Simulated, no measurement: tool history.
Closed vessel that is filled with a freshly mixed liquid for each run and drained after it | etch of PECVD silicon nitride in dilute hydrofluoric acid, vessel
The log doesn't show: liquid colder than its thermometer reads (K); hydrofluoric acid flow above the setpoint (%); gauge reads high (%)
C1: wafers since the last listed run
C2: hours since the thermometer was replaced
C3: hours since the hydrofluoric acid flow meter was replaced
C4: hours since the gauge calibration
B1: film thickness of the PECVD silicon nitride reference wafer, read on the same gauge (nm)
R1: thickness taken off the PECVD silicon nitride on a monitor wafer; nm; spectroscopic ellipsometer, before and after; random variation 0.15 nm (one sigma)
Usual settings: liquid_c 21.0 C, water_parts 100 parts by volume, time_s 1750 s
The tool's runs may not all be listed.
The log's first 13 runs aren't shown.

run 14 hour=181.5 | liquid_c=21.0 water_parts=100 time_s=1750 | C1=813 C2=2731.1 C3=1561.7 C4=61.9 | B1=80.00 | R1=23.83
run 15 hour=189.5 | liquid_c=21.0 water_parts=100 time_s=1750 | C1=290 C2=2739.1 C3=1569.7 C4=69.9 | B1=80.00 | R1=23.97
run 16 hour=207.0 | liquid_c=21.0 water_parts=100 time_s=2355 | C1=635 C2=2756.6 C3=1587.2 C4=87.4 | B1=80.00 | R1=32.22
run 17 hour=224.5 | liquid_c=17.0 water_parts=65 time_s=785 | C1=635 C2=2774.1 C3=1604.7 C4=104.9 | B1=80.00 | R1=12.19
-- hour=239.7 thermometer replaced
run 18 hour=240.2 | liquid_c=21.0 water_parts=55 time_s=2730 | C1=533 C2=0.5 C3=1620.4 C4=120.6 | B1=80.00 | R1=76.45
run 19 hour=253.5 | liquid_c=21.0 water_parts=75 time_s=2720 | C1=482 C2=13.8 C3=1633.7 C4=133.9 | B1=79.99 | R1=55.78
run 20 hour=265.8 | liquid_c=21.0 water_parts=100 time_s=1325 | C1=446 C2=26.1 C3=1646.0 C4=146.2 | B1=79.98 | R1=20.42
run 21 hour=274.8 | liquid_c=24.5 water_parts=60 time_s=890 | C1=326 C2=35.1 C3=1655.0 C4=155.2 | B1=80.02 | R1=29.17
run 22 hour=289.8 | liquid_c=21.0 water_parts=100 time_s=1325 | C1=544 C2=50.1 C3=1670.0 C4=170.2 | B1=80.00 | R1=20.56
-- hour=292.1 hydrofluoric acid flow meter replaced
run 23 hour=298.2 | liquid_c=24.5 water_parts=100 time_s=2140 | C1=268 C2=58.5 C3=6.1 C4=178.6 | B1=80.03 | R1=41.59
run 24 hour=310.4 | liquid_c=25.5 water_parts=70 time_s=1170 | C1=442 C2=70.7 C3=18.3 C4=190.8 | B1=79.99 | R1=34.70
run 25 hour=324.0 | liquid_c=21.0 water_parts=100 time_s=1750 | C1=493 C2=84.3 C3=31.9 C4=204.4 | B1=80.01 | R1=26.81
run 26 hour=336.5 | liquid_c=23.5 water_parts=125 time_s=1750 | C1=453 C2=96.8 C3=44.4 C4=216.9 | B1=80.00 | R1=25.69
run 27 hour=346.2 | liquid_c=21.0 water_parts=140 time_s=1750 | C1=352 C2=106.5 C3=54.1 C4=226.6 | B1=79.99 | R1=19.45

Forecast run 28:
run 28 hour=359.4 | liquid_c=21.0 water_parts=100 time_s=775 | C1=479 C2=119.7 C3=67.3 C4=239.8 | B1=? | R1=?

Run 28 gave B1 79.99, R1 11.98 nm.
Without the tool's hidden state the same run would have given R1 12.40 nm.
